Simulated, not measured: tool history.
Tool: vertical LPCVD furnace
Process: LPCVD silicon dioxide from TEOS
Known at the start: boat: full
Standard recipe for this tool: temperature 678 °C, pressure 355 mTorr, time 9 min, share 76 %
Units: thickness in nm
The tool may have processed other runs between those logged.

| run | hour | temperature | pressure | time | share | read-back reference wafer on the same gauge, thickness | thickness |
|---|---|---|---|---|---|---|---|
| 1 | 0 | 678 | 425 | 9 | 76 | 34.93 | 44.11 |
| 2 | 16.9 | 678 | 425 | 9 | 76 | 34.96 | 43.53 |
| 3 | 25 | 678 | 355 | 9 | 76 | 35.08 | 40.66 |
| 4 | 36.5 | 678 | 285 | 9 | 76 | 35.02 | 35.87 |
| 5 | 54.8 | 678 | 285 | 9 | 76 | 35.01 | 35.93 |
| 6 | 60.9 | 678 | 285 | 9 | 76 | 34.99 | 36.12 |
| 7 | 69.7 | 678 | 355 | 9 | 81 | 34.97 | 41.19 |
| 8 | 76.9 | 678 | 355 | 9 | 76 | 34.96 | 40.19 |
| 9 | 90.9 | 678 | 355 | 9 | 76 | 34.98 | 40.02 |
| 10 | 104 | 682 | 355 | 9 | 76 | 35.08 | 44.3 |
| 11 | 121.2 | 682 | 355 | 9 | 76 | 35.02 | 44.13 |
| 12 | 128.3 | 682 | 355 | 9 | 76 | 35.02 | 44.4 |
| 13 | 137.1 | 678 | 355 | 9 | 82 | 34.99 | 41.95 |
| 14 | 144.8 | 687 | 355 | 9 | 70 | 34.98 | 47.73 |
| 15 | 160.9 | 678 | 355 | 6.5 | 69 | 35.01 | 27.69 |
| 16 | 171.9 | 678 | 355 | 9 | 76 | 34.97 | 40.32 |
|  | 200.7 | thermocouples replaced and temperature profile calibrated |
|  | 220.7 | pressure gauge zeroed |
| 17 | 221.2 | 678 | 355 | 9 | 76 | 35 | 40.17 |
| 18 | 224.4 | 678 | 330 | 9 | 70 | 35.02 | 36.84 |
| 19 | 227.7 | 685 | 415 | 9 | 76 | 34.93 | 51.46 |
| 20 | 231 | 689 | 295 | 7 | 67 | 35.01 | 34.65 |
| 21 | 234.3 | 688 | 320 | 9 | 62 | 35.01 | 43.76 |
| 22 | 237.6 | 678 | 355 | 9 | 76 | 35.03 | 40.25 |
|  | 258.1 | gauge calibrated |
|  | 268 | TEOS flow controller replaced |
| 23 | 268.5 | 678 | 355 | 9 | 76 | 35.02 | 40.23 |
| 24 | 271.7 | 669 | 420 | 9 | 68 | 34.96 | 32.99 |
| 25 | 275 | 678 | 355 | 9 | 76 | 34.99 | 40.17 |
| 26 | 293.6 | 678 | 355 | 9 | 76 | 35.05 | 40.29 |
| 27 | 311.1 | 671 | 355 | 7.5 | 66 | 35.03 | 26.34 |

Estimate the outcome of run 28 from the log above:
| 28 | 320.7 | 687 | 355 | 11 | 76 | ? | ? |

Run 28 measured read-back reference wafer on the same gauge, thickness 34.93, thickness 60.93 nm.
With no hidden state in the tool, this same run would have given thickness 60.93 nm.
